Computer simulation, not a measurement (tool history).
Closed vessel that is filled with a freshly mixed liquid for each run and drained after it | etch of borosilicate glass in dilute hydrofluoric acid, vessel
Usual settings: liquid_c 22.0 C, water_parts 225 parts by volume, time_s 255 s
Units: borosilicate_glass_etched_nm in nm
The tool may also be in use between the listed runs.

| run | hour | liquid_c | water_parts | time_s | read-back film thickness of the borosilicate glass reference wafer, read on the same gauge (nm) | borosilicate_glass_etched_nm |
|---|---|---|---|---|---|---|
| 1 | 0.0 | 22.0 | 225 | 340 | 60.00 | 47.65 |
| 2 | 47.9 | 22.0 | 225 | 340 | 59.97 | 47.22 |
| 3 | 149.8 | 22.0 | 225 | 365 | 60.04 | 50.46 |
| 4 | 230.9 | 22.0 | 225 | 365 | 60.03 | 50.81 |
| 5 | 325.5 | 22.0 | 225 | 365 | 60.02 | 50.89 |
| 6 | 361.9 | 22.0 | 225 | 255 | 59.99 | 35.25 |
| 7 | 406.4 | 22.0 | 225 | 255 | 60.01 | 35.08 |
| 8 | 504.5 | 22.0 | 225 | 255 | 60.02 | 34.77 |
| 9 | 605.7 | 22.0 | 225 | 255 | 59.99 | 34.87 |
| 10 | 644.3 | 22.0 | 225 | 255 | 59.97 | 34.53 |
|  | 714.6 | gauge calibrated |
| 11 | 724.0 | 22.0 | 195 | 255 | 59.98 | 41.41 |
| 12 | 818.9 | 22.0 | 195 | 255 | 60.00 | 40.49 |
| 13 | 885.0 | 22.0 | 225 | 255 | 60.00 | 34.19 |
| 14 | 929.0 | 22.0 | 225 | 255 | 60.00 | 33.97 |
| 15 | 1011.3 | 19.5 | 195 | 125 | 59.98 | 17.85 |
| 16 | 1087.9 | 24.5 | 185 | 170 | 60.01 | 30.93 |
|  | 1134.6 | thermometer replaced |
| 17 | 1174.9 | 22.0 | 270 | 395 | 59.98 | 41.49 |
| 18 | 1214.2 | 22.0 | 225 | 255 | 59.98 | 32.98 |
| 19 | 1269.0 | 24.5 | 335 | 190 | 60.00 | 16.10 |
| 20 | 1319.8 | 26.0 | 330 | 255 | 60.02 | 23.02 |
|  | 1384.0 | hydrofluoric acid flow meter replaced |
| 21 | 1388.9 | 20.0 | 225 | 300 | 60.01 | 39.75 |
| 22 | 1434.2 | 22.0 | 225 | 255 | 59.97 | 36.54 |
| 23 | 1509.6 | 20.5 | 165 | 135 | 60.01 | 26.57 |
| 24 | 1549.5 | 22.0 | 195 | 255 | 60.01 | 42.34 |
| 25 | 1617.1 | 17.0 | 225 | 175 | 59.95 | 20.32 |
| 26 | 1697.6 | 23.5 | 225 | 385 | 60.02 | 57.96 |
| 27 | 1740.8 | 22.0 | 225 | 255 | 60.05 | 35.79 |
| 28 | 1803.9 | 22.0 | 225 | 255 | 59.99 | 35.63 |

4 ways to go on from here, each from the tool as it stands after run 28. What would each give?
| A | 1804.6 | 25.5 | 225 | 255 | ? | ? |
| B | 1804.6 | 22.0 | 225 | 400 | ? | ? |
| C | 1804.6 | 22.0 | 180 | 185 | ? | ? |
| D | 1804.6 | 26.0 | 190 | 165 | ? | ? |

| run | read-back film thickness of the borosilicate glass reference wafer, read on the same gauge (nm) | borosilicate_glass_etched_nm |
|---|---|---|
| A | 60.05 | 41.04 |
| B | 60.05 | 56.68 |
| C | 60.05 | 34.34 |
| D | 60.05 | 33.30 |
Without the tool's hidden state the same runs would have given:
| run | borosilicate_glass_etched_nm |
|---|---|
| A | 42.11 |
| B | 58.14 |
| C | 35.20 |
| D | 34.16 |
